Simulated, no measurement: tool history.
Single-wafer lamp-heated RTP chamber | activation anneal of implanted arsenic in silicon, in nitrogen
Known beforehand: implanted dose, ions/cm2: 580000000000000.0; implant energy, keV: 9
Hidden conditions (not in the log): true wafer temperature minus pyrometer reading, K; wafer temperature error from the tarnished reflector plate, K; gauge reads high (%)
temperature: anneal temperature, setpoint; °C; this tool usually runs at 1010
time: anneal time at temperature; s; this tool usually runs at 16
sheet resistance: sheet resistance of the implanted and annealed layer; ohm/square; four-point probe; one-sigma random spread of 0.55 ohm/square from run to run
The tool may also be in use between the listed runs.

run	day	temperature	time	wafers since the last listed run	wafers since the last pyrometer calibration	wafers since the reflector plate was cleaned	hours since the gauge calibration	read-back reference wafer on the same gauge, sheet resistance	sheet resistance
1	0.000	1010	16	0	2867	4882	234.6	199.82	192.71
2	1.079	1010	16	495	3362	5378	260.5	199.76	190.95
# day 2.283: reflector plate cleaned
3	2.304	1010	16	409	3771	9	289.9	200.19	194.45
4	3.508	1010	16	552	4324	562	318.8	199.96	192.84
5	4.554	1010	16	480	4804	1042	343.9	199.94	193.23
6	5.833	1010	16	587	5391	1629	374.6	199.85	193.50
7	7.225	1010	16	638	6030	2268	408.0	199.86	192.99
# day 7.796: pyrometer window cleaned and pyrometer calibrated
8	10.442	1010	16	1323	1214	3592	485.2	200.09	194.49
9	11.742	1010	16	596	1811	4189	516.4	199.99	193.37
10	12.692	1010	16	436	2247	4625	539.2	199.97	193.21
11	13.358	1010	16	306	2553	4931	555.2	200.10	192.66
12	14.392	1010	10	474	3028	5405	580.0	199.98	199.31
# day 15.662: reflector plate cleaned
13	15.683	1010	10	439	3467	10	611.0	199.89	201.24
# day 16.196: gauge calibrated
14	16.450	991	12	351	3819	362	6.1	200.17	204.38
15	17.379	1034	24	426	4246	788	28.4	200.01	179.93
16	18.342	1022	7	441	4688	1230	51.5	200.09	202.55
17	22.083	1010	16	1717	6405	2948	141.3	199.89	191.65
18	23.312	1010	16	564	6969	3512	170.8	199.90	190.33
# day 24.283: pyrometer window cleaned and pyrometer calibrated
19	24.600	1010	7	437	144	3950	201.7	200.06	205.21
20	25.738	1024	16	522	666	4472	229.0	199.83	189.34
21	27.092	1010	16	621	1288	5094	261.5	200.09	194.12
22	28.221	1010	9	518	1806	5612	288.6	200.04	200.29
23	28.854	985	13	290	2097	5903	303.8	200.13	203.25
# day 29.867: reflector plate cleaned
24	29.888	1010	16	321	2418	10	328.6	199.82	195.41
25	31.058	1010	16	537	2956	547	356.7	200.18	193.45
26	32.033	1026	16	447	3403	995	380.1	199.93	188.82
27	32.829	1010	16	365	3769	1360	399.2	200.06	193.46
28	33.900	1039	13	491	4260	1851	424.9	200.10	185.82
29	35.079	1001	22	541	4801	2393	453.2	200.06	191.29
30	36.033	1000	12	437	5239	2831	476.1	199.95	199.29
31	36.962	1024	12	426	5666	3257	498.4	199.98	190.81
32	37.475	1000	11	235	5901	3492	510.7	200.08	200.94
33	38.167	1019	9	317	6219	3810	527.3	199.81	196.72
34	39.342	993	20	539	6758	4349	555.5	199.86	192.81
35	40.279	1036	21	430	7188	4780	578.0	200.19	176.85
36	40.783	994	21	231	7420	5011	590.1	200.09	190.35
# day 41.175: pyrometer window cleaned and pyrometer calibrated
37	41.683	1024	12	260	233	5271	611.7	200.09	192.26

Predict each of these 4 candidate next runs independently; none follows another, all start after run 37:
A	41.700	1010	16	7	240	5279	612.1	?	?
B	41.700	1038	21	7	240	5279	612.1	?	?
C	41.700	1033	25	7	240	5279	612.1	?	?
D	41.700	994	9	7	240	5279	612.1	?	?

run	read-back reference wafer on the same gauge, sheet resistance	sheet resistance
A	199.66	192.87
B	199.66	179.36
C	199.66	178.45
D	199.66	205.36
With no hidden state in the tool, these same runs would have given:
run	sheet resistance
A	195.74
B	182.15
C	181.25
D	207.72
